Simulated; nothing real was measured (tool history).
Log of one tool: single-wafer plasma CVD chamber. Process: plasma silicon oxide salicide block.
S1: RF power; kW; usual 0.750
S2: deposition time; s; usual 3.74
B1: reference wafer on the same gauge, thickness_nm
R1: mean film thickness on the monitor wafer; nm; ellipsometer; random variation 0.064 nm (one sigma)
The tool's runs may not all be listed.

run	hour	S1	S2	B1	R1
1	0.0	0.750	3.74	35.186	41.994
2	8.9	0.750	3.17	35.185	35.685
3	21.0	0.865	3.74	35.208	44.101
4	36.8	0.865	3.74	35.219	44.085
5	47.2	0.750	3.74	35.219	41.977
6	54.5	0.750	3.74	35.198	42.030
7	61.9	0.750	3.74	35.202	42.051
8	71.8	0.800	3.74	35.224	43.026
9	80.0	0.800	3.74	35.205	42.952
10	97.1	0.750	3.74	35.209	41.857
# hour 111.1: showerhead replaced
11	111.6	0.750	3.74	35.191	41.810
12	116.4	0.805	3.74	35.207	42.925
13	126.1	0.805	3.74	35.190	43.054
# hour 140.3: RF generator calibrated
14	140.8	0.680	3.47	35.208	36.808
15	150.2	0.680	3.47	35.194	36.751
# hour 150.6: gauge calibrated
16	157.1	0.660	4.43	35.195	46.470
17	166.7	0.900	3.23	35.223	37.878
# hour 183.4: RF generator calibrated, repeated, since the last time left the tool worse
18	183.9	0.840	4.09	35.209	48.713
19	190.9	0.630	4.18	35.205	44.826
20	197.3	0.750	3.74	35.192	42.791
21	208.0	0.795	4.49	35.192	52.482
22	220.0	0.810	4.00	35.201	46.900
23	233.7	0.800	4.04	35.186	47.240
24	250.0	0.870	3.54	35.198	42.679
25	261.3	0.750	3.02	35.212	34.554
26	275.8	0.750	3.03	35.184	34.646
27	290.5	0.750	3.74	35.192	42.713
28	299.8	0.700	3.39	35.205	37.793
29	310.6	0.625	3.40	35.184	36.369
30	322.5	0.750	3.74	35.192	42.841

Forecast each of these 5 alternatives for the next run:
A	322.9	0.750	3.74	?	?
B	322.9	0.870	3.97	?	?
C	322.9	0.895	3.74	?	?
D	322.9	0.750	3.13	?	?
E	322.9	0.655	4.36	?	?

run	B1	R1
A	35.205	42.638
B	35.205	47.676
C	35.205	45.356
D	35.205	35.684
E	35.205	47.344
Without the tool's hidden state the same runs would have given:
run	R1
A	42.698
B	47.743
C	45.419
D	35.734
E	47.411
